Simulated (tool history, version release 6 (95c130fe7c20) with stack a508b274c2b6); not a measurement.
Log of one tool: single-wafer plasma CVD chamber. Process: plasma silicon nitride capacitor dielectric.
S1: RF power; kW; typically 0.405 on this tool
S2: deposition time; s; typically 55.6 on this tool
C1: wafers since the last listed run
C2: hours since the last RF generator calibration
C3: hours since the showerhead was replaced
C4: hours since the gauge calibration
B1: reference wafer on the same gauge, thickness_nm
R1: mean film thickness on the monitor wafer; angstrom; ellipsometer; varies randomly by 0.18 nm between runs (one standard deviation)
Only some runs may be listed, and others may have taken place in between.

run	hour	S1	S2	C1	C2	C3	C4	B1	R1
1	0.0	0.405	55.6	0	1496.9	4383.7	349.3	81.772	740.53
2	39.9	0.405	55.6	646	1536.8	4423.6	389.2	81.764	740.65
3	99.3	0.405	55.6	961	1596.2	4483.0	448.6	81.726	738.27
4	137.9	0.460	58.8	625	1634.8	4521.6	487.2	81.680	832.82
5	170.8	0.460	58.8	532	1667.7	4554.5	520.1	81.654	835.84
6	220.0	0.405	55.6	796	1716.9	4603.7	569.3	81.575	739.16
7	291.3	0.365	55.6	1154	1788.2	4675.0	640.6	81.554	701.00
8	362.3	0.365	55.6	1149	1859.2	4746.0	711.6	81.462	697.85
9	399.3	0.405	49.6	599	1896.2	4783.0	748.6	81.396	658.15
10	430.4	0.405	49.6	503	1927.3	4814.1	779.7	81.432	656.91
# hour 479.1: RF generator calibrated
11	479.6	0.405	49.6	667	0.5	4863.3	828.9	81.304	654.97
12	547.9	0.405	55.6	1105	68.8	4931.6	897.2	81.245	736.79
13	585.7	0.405	55.6	612	106.6	4969.4	935.0	81.273	734.93
14	642.0	0.405	44.9	911	162.9	5025.7	991.3	81.216	596.36
15	696.4	0.405	55.6	880	217.3	5080.1	1045.7	81.154	733.35
16	738.1	0.425	63.0	675	259.0	5121.8	1087.4	81.107	853.02
# hour 756.5: gauge calibrated
17	765.9	0.465	45.9	450	286.8	5149.6	9.4	81.960	654.03
18	790.6	0.405	55.6	399	311.5	5174.3	34.1	81.987	740.58
19	816.2	0.405	62.3	414	337.1	5199.9	59.7	81.994	830.11
# hour 845.4: showerhead replaced
20	845.9	0.425	50.4	351	366.8	0.5	89.4	81.854	688.30
21	895.2	0.405	55.6	798	416.1	49.8	138.7	81.886	740.33
22	957.3	0.445	58.8	1005	478.2	111.9	200.8	81.819	821.53
23	1017.6	0.405	55.6	976	538.5	172.2	261.1	81.779	739.67
24	1072.3	0.335	60.1	885	593.2	226.9	315.8	81.698	724.58
25	1127.7	0.345	45.7	897	648.6	282.3	371.2	81.688	558.71
26	1186.4	0.405	49.6	950	707.3	341.0	429.9	81.651	659.61

Below are 5 alternative next runs, each starting from the tool's condition after run 26. Predict each:
A	1186.8	0.405	59.6	6	707.7	341.4	430.3	?	?
B	1186.8	0.340	44.6	6	707.7	341.4	430.3	?	?
C	1186.8	0.445	46.2	6	707.7	341.4	430.3	?	?
D	1186.8	0.485	48.6	6	707.7	341.4	430.3	?	?
E	1186.8	0.470	55.6	6	707.7	341.4	430.3	?	?

run	B1	R1
A	81.541	787.38
B	81.541	535.87
C	81.541	639.28
D	81.541	700.01
E	81.541	789.37
Had the tool no hidden state, the same runs would have come out as:
run	R1
A	792.97
B	539.67
C	643.82
D	704.98
E	794.97
